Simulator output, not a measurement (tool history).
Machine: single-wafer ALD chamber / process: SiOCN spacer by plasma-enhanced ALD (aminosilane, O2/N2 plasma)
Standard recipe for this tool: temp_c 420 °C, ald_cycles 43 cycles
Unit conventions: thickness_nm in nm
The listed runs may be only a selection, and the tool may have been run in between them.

run   hour  temp_c  ald_cycles  wafers since the last listed run  hours since the last thermocouple change  hours since the gauge calibration  read-back reference wafer on the same gauge, thickness_nm  thickness_nm
  1    0.0     420          43                                 0                                    2266.3                              154.8                                                      2.483         2.653
  2   10.3     420          43                                43                                    2276.6                              165.1                                                      2.481         2.629
  3   24.7     431          46                                61                                    2291.0                              179.5                                                      2.480         2.754
      26.1  -- gauge calibrated
  4   37.4     431          46                                54                                    2303.7                               11.3                                                      2.482         2.726
  5   47.1     431          46                                41                                    2313.4                               21.0                                                      2.479         2.742
  6   54.4     420          43                                31                                    2320.7                               28.3                                                      2.481         2.638
  7   62.6     420          43                                35                                    2328.9                               36.5                                                      2.479         2.649
  8   83.1     414          50                                87                                    2349.4                               57.0                                                      2.481         3.113
  9   90.2     414          50                                30                                    2356.5                               64.1                                                      2.482         3.142
 10  102.6     414          50                                52                                    2368.9                               76.5                                                      2.479         3.123
     142.3  -- thermocouple changed; heater temperature recalibrated
 11  142.8     420          43                               137                                       0.5                              116.7                                                      2.480         2.675
 12  148.4     420          43                                23                                       6.1                              122.3                                                      2.480         2.620
 13  182.7     411          36                               146                                      40.4                              156.6                                                      2.481         2.250
 14  195.8     408          51                                55                                      53.5                              169.7                                                      2.480         3.232
 15  208.7     431          46                                55                                      66.4                              182.6                                                      2.480         2.712
     219.4  -- gauge calibrated
 16  223.2     420          37                                61                                      80.9                                3.8                                                      2.481         2.289
 17  235.9     430          46                                54                                      93.6                               16.5                                                      2.478         2.755
 18  252.5     420          43                                70                                     110.2                               33.1                                                      2.480         2.649
 19  261.1     420          37                                36                                     118.8                               41.7                                                      2.479         2.265
 20  287.9     407          40                               114                                     145.6                               68.5                                                      2.483         2.541
 21  295.1     429          46                                30                                     152.8                               75.7                                                      2.482         2.764
 22  302.8     429          43                                32                                     160.5                               83.4                                                      2.482         2.580
 23  318.5     415          46                                67                                     176.2                               99.1                                                      2.480         2.838
 24  325.8     420          43                                31                                     183.5                              106.4                                                      2.481         2.622
 25  335.7     433          43                                42                                     193.4                              116.3                                                      2.479         2.534

Branching from run 25: 3 alternative next runs. What would each branch give?
  A  336.2     420          43                                 2                                     193.9                              116.8                                                          ?             ?
  B  336.2     405          43                                 2                                     193.9                              116.8                                                          ?             ?
  C  336.2     425          43                                 2                                     193.9                              116.8                                                          ?             ?

run  read-back reference wafer on the same gauge, thickness_nm  thickness_nm
  A                                                      2.482         2.627
  B                                                      2.482         2.738
  C                                                      2.482         2.590
With the hidden condition removed and each run's random variation left untouched, the same runs would have given:
run  thickness_nm
  A         2.627
  B         2.738
  C         2.590
